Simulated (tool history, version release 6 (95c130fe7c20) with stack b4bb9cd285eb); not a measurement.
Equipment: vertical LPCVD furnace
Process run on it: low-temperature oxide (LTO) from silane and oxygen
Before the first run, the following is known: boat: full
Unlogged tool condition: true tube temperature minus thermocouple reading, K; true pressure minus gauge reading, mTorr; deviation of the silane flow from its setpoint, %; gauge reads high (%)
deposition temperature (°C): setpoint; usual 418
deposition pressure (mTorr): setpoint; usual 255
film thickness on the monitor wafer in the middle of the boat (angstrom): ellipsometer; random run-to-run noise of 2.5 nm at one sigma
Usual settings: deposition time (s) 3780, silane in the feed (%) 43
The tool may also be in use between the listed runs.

run	day	deposition temperature (°C)	deposition pressure (mTorr)	deposition time (s)	silane in the feed (%)	wafers since the last listed run	hours since the last temperature calibration	hours since the pressure gauge was zeroed	hours since the silane flow controller was replaced	hours since the gauge calibration	read-back reference wafer on the same gauge, thickness	film thickness on the monitor wafer in the middle of the boat (angstrom)
1	0	418	255	3780	43	0	4304.4	2768.3	4316.8	2262.1	794.19	9887.7
# day 0.462: gauge calibrated
# day 3.4: thermocouples replaced and temperature profile calibrated
2	4.175	418	255	3780	43	1105	18.6	2868.5	4417	89.1	795.21	9662
3	7.875	418	255	3780	43	1288	107.4	2957.3	4505.8	177.9	793.72	9635.4
4	11.421	418	255	3780	43	1235	192.5	3042.4	4590.9	263	794.98	9646.6
5	14.821	418	255	3780	43	1184	274.1	3124	4672.5	344.6	793.68	9660.2
6	19.062	418	255	2880	43	1477	375.9	3225.8	4774.3	446.4	793.51	7364.8
7	21.25	418	255	2880	43	761	428.4	3278.3	4826.8	498.9	793.79	7366.6
8	25.183	418	255	2880	43	1370	522.8	3372.7	4921.2	593.3	794.15	7411.7
9	28.533	418	240	3780	46	1166	603.2	3453.1	5001.6	673.7	793.86	9720
10	30.121	418	255	3780	43	552	641.3	3491.2	5039.7	711.8	793.68	9668.3
# day 37.842: pressure gauge zeroed
11	41.096	418	255	2940	35	3474	904.7	78.1	5303.1	975.2	793.65	5864.5
12	45.433	410	255	3780	43	1510	1008.8	182.2	5407.2	1079.3	794.04	8790.5
13	48.279	413	285	5160	43	991	1077.1	250.5	5475.5	1147.6	793.46	13820.9
14	50.583	423	235	3780	43	802	1132.4	305.8	5530.8	1202.9	794.14	9283
15	52.721	418	255	5010	37	744	1183.7	357.1	5582.1	1254.2	793.96	10692.8
16	54.962	407	230	3330	35	780	1237.5	410.9	5635.9	1308	794.68	5305.3

Run 17, settings as shown, results not yet in. Your forecast:
17	58.512	418	255	2880	43	1236	1322.7	496.1	5721.1	1393.2	?	?

{"run 17": {"read-back reference wafer on the same gauge, thickness": 793.99, "film thickness on the monitor wafer in the middle of the boat (angstrom)": 7288.7}}
Minus the tool's unlogged condition, the same run would have read film thickness on the monitor wafer in the middle of the boat (angstrom) 7202.4.
